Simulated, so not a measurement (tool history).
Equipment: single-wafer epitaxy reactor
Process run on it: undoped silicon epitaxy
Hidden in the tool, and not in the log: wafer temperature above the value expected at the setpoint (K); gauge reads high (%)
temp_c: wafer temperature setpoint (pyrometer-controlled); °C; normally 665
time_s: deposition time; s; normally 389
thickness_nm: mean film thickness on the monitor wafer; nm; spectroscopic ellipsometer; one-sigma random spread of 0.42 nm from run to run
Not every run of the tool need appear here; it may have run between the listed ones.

run     day  temp_c  time_s  wafers since the last listed run  hours since the last pyrometer calibration  hours since the gauge calibration  read-back reference wafer on the same gauge, thickness_nm  thickness_nm
  1       0     665     389                                 0                                      1056.8                              239.5                                                     86.368        84.543
  2   2.238     669     348                               274                                      1110.5                              293.2                                                     86.392        83.041
  3   4.808     669     348                               314                                      1172.2                              354.9                                                     86.333         83.34
  4   9.154     665     389                               532                                      1276.5                              459.2                                                     86.457        84.647
  5  19.062     660     389                              1213                                      1514.3                                697                                                     86.457        74.945
  6  21.362     660     389                               281                                      1569.5                              752.2                                                     86.323        75.119
  7  25.088     665     389                               456                                      1658.9                              841.6                                                     86.433         85.19
     26.717  -- gauge calibrated
     26.946  -- pyrometer calibrated
  8  27.692     665     389                               278                                        17.9                               23.4                                                     86.375        80.117
  9  29.258     665     389                               191                                        55.5                                 61                                                     86.301        80.064
 10  32.912     665     389                               447                                       143.2                              148.7                                                     86.417        81.218
 11  36.288     665     389                               413                                       224.2                              229.7                                                     86.328        80.948
 12  38.396     665     389                               258                                       274.8                              280.3                                                     86.408        81.478
 13  40.804     674     349                               295                                       332.6                              338.1                                                     86.418        90.392

Forecast run 14:
 14  44.246     669     442                               421                                       415.2                              420.7                                                          ?             ?

{"run 14": {"read-back reference wafer on the same gauge, thickness_nm": 86.281, "thickness_nm": 103.105}}
With the hidden condition absent and the run-to-run variation left alone, this run would have shown thickness_nm 100.873 nm.

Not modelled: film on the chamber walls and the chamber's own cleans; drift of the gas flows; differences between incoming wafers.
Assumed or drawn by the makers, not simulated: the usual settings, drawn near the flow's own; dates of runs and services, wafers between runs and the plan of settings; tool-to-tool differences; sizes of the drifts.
